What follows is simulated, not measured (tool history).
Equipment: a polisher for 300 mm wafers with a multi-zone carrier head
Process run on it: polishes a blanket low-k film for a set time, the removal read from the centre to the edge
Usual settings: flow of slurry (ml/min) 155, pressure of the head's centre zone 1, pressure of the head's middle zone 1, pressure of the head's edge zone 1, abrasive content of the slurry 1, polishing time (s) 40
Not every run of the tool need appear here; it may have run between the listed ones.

run	hour	flow of slurry (ml/min)	pressure of the head's centre zone	pressure of the head's middle zone	pressure of the head's edge zone	abrasive content of the slurry	polishing time (s)	wafers since the last listed run	wafers polished on this pad	hours since the slurry nozzle was cleaned	hours since the centre zone pressure was calibrated	hours since the edge zone pressure was calibrated	hours since the carrier head's membrane was replaced	incoming thickness of the incoming film, nm	film removed at the wafer's centre (angstrom)	film removed at mid-radius (angstrom)	film removed at the wafer's edge (angstrom)
1	0	130	1	1	1	1	40	0	1564	611.7	1074.8	921.6	868.8	398.9	93	92	97
# hour 23.3: worn pad replaced by a new one
2	33.1	155	1	1	1	1	40	370	125	644.8	1107.9	954.7	901.9	402.4	100	97	99
3	59.9	155	1	1	1	1	40	341	466	671.6	1134.7	981.5	928.7	401.8	97	97	99
4	76.9	155	1	1	1	1	48	216	682	688.6	1151.7	998.5	945.7	392	117	113	120
5	108.2	155	1	1	1	1	48	398	1080	719.9	1183	1029.8	977	397.4	118	115	121
6	129	155	1	1	1	1	48	264	1345	740.7	1203.8	1050.6	997.8	404.4	118	113	121
# hour 135.1: centre zone pressure recalibrated
7	149.8	185	1	1.04	0.89	1	49	239	1584	761.5	14.7	1071.4	1018.6	396.3	123	128	119
# hour 158.8: slurry nozzle cleaned
# hour 165.7: worn pad replaced by a new one
8	166.2	155	1	1	0.95	1	40	145	6	7.4	31.1	1087.8	1035	395.4	97	96	98
9	188.3	155	1.1	1.06	0.9	1	40	281	288	29.5	53.2	1109.9	1057.1	400.3	109	99	96
10	204.1	155	0.9	0.89	0.91	1	40	201	489	45.3	69	1125.7	1072.9	407.6	87	87	96
11	217.1	130	0.93	1	1	1	40	165	654	58.3	82	1138.7	1085.9	398.3	88	91	96
# hour 234.5: carrier head's membrane replaced by a new one
12	243.9	155	1	1	1	1	40	277	932	85.1	108.8	1165.5	9.4	392.9	98	96	100
13	278.6	205	1	1	1	1.1	40	441	1373	119.8	143.5	1200.2	44.1	405.9	109	108	108
# hour 301.6: worn pad replaced by a new one
14	375.5	155	1	1	1	1	40	1182	940	216.7	240.4	1297.1	141	397	98	94	99

The next listed run, before its measurement:
# hour 378.2: edge zone pressure recalibrated
15	401.3	155	1	1	1	1	40	302	1243	242.5	266.2	23.1	166.8	396.1	?	?	?

{"run 15": {"film removed at the wafer's centre (angstrom)": 99, "film removed at mid-radius (angstrom)": 96, "film removed at the wafer's edge (angstrom)": 101}}
With the hidden condition absent and the run-to-run variation left alone, this run would have shown film removed at the wafer's centre (angstrom) 99, film removed at mid-radius (angstrom) 96, film removed at the wafer's edge (angstrom) 101.

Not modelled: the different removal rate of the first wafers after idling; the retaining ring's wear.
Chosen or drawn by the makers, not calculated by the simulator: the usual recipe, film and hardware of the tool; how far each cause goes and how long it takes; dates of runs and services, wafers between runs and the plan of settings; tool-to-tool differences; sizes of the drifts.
